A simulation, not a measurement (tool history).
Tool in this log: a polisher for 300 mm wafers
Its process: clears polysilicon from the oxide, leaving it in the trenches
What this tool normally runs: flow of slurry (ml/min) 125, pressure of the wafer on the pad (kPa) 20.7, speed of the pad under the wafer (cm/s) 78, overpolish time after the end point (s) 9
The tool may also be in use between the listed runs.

| run | hour | flow of slurry (ml/min) | pressure of the wafer on the pad (kPa) | speed of the pad under the wafer (cm/s) | overpolish time after the end point (s) | incoming thickness of the incoming film, nm | time until the end point was called (s) |
|---|---|---|---|---|---|---|---|
| 1 | 0.0 | 125 | 20.7 | 78 | 9 | 361.8 | 27.0 |
| 2 | 60.6 | 125 | 20.7 | 78 | 9 | 357.8 | 26.3 |
|  | 91.3 | slurry nozzle cleaned |
| 3 | 130.9 | 125 | 20.7 | 78 | 9 | 357.7 | 26.7 |
|  | 226.8 | worn pad replaced by a new one |
| 4 | 233.2 | 125 | 20.7 | 78 | 9 | 356.2 | 25.0 |
| 5 | 337.3 | 125 | 20.7 | 90 | 9 | 358.3 | 22.2 |
| 6 | 373.5 | 125 | 20.7 | 90 | 9 | 352.6 | 22.0 |
| 7 | 437.2 | 125 | 25.5 | 70 | 9 | 359.6 | 24.0 |
|  | 486.3 | head pressure recalibrated |
| 8 | 514.8 | 110 | 27.6 | 98 | 9 | 356.2 | 18.1 |
|  | 574.9 | worn pad replaced by a new one |
|  | 663.4 | slurry nozzle cleaned |
| 9 | 827.7 | 170 | 20.7 | 68 | 9 | 364.5 | 27.6 |
| 10 | 883.2 | 115 | 20.7 | 78 | 7 | 355.6 | 26.9 |
|  | 922.4 | worn pad replaced by a new one |
|  | 964.6 | head pressure recalibrated |
|  | 1178.8 | slurry nozzle cleaned |
| 11 | 1203.5 | 125 | 20.7 | 78 | 9 | 357.3 | 26.6 |
|  | 1244.3 | worn pad replaced by a new one |
| 12 | 1262.6 | 125 | 24.8 | 102 | 9 | 361.7 | 16.9 |
| 13 | 1364.2 | 125 | 20.7 | 78 | 9 | 364.6 | 25.7 |

What does the tool deliver on the next run?
|  | 1428.1 | head pressure recalibrated |
| 14 | 1441.9 | 125 | 20.7 | 78 | 13 | 357.8 | ? |

{"run 14": {"time until the end point was called (s)": 27.3}}
The same run, on a tool lacking any hidden state, would have yielded time until the end point was called (s) 26.3.
